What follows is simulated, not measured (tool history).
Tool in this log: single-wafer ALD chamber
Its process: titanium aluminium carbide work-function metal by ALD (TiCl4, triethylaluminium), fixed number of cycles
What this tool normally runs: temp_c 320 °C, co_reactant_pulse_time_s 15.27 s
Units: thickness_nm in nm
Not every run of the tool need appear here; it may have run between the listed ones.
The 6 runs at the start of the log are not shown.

run   hour  temp_c  co_reactant_pulse_time_s  wafers since the last listed run  hours since the last thermocouple change  hours since the last triethylaluminium bottle change  hours since the showerhead was replaced  hours since the gauge calibration  read-back reference wafer on the same gauge, thickness_nm  thickness_nm
  7   84.1     320                     15.27                                97                                    2070.0                                                1537.6                                   2952.6                              378.1                                                      2.483         2.076
      97.0  -- gauge calibrated
      98.9  -- showerhead replaced
     107.0  -- triethylaluminium bottle replaced
  8  107.5     325                     15.27                                51                                    2093.4                                                   0.5                                      8.6                               10.5                                                      2.476         2.294
  9  107.8     320                     15.27                                 2                                    2093.7                                                   0.8                                      8.9                               10.8                                                      2.482         2.253
 10  128.4     320                     15.27                               142                                    2114.3                                                  21.4                                     29.5                               31.4                                                      2.479         2.262
 11  134.6     320                     15.27                                42                                    2120.5                                                  27.6                                     35.7                               37.6                                                      2.483         2.268
 12  146.0     320                     15.27                                78                                    2131.9                                                  39.0                                     47.1                               49.0                                                      2.480         2.244
 13  153.5     320                     20.97                                51                                    2139.4                                                  46.5                                     54.6                               56.5                                                      2.477         2.281
     178.2  -- thermocouple changed; heater temperature recalibrated
 14  178.7     326                     10.17                               118                                       0.5                                                  71.7                                     79.8                               81.7                                                      2.479         2.153
 15  180.1     320                     15.27                                 9                                       1.9                                                  73.1                                     81.2                               83.1                                                      2.480         2.267
 16  188.7     320                     15.27                                59                                      10.5                                                  81.7                                     89.8                               91.7                                                      2.477         2.264
 17  195.0     329                     10.39                                43                                      16.8                                                  88.0                                     96.1                               98.0                                                      2.479         2.190
 18  204.4     320                     15.27                                65                                      26.2                                                  97.4                                    105.5                              107.4                                                      2.482         2.273

Run 19 comes next. What will it give?
 19  220.6     308                     11.39                               112                                      42.4                                                 113.6                                    121.7                              123.6                                                          ?             ?

{"run 19": {"read-back reference wafer on the same gauge, thickness_nm": 2.479, "thickness_nm": 2.08}}
Take away the tool's hidden state, keep the run-to-run variation as it was, and the same run would have given thickness_nm 2.082 nm.

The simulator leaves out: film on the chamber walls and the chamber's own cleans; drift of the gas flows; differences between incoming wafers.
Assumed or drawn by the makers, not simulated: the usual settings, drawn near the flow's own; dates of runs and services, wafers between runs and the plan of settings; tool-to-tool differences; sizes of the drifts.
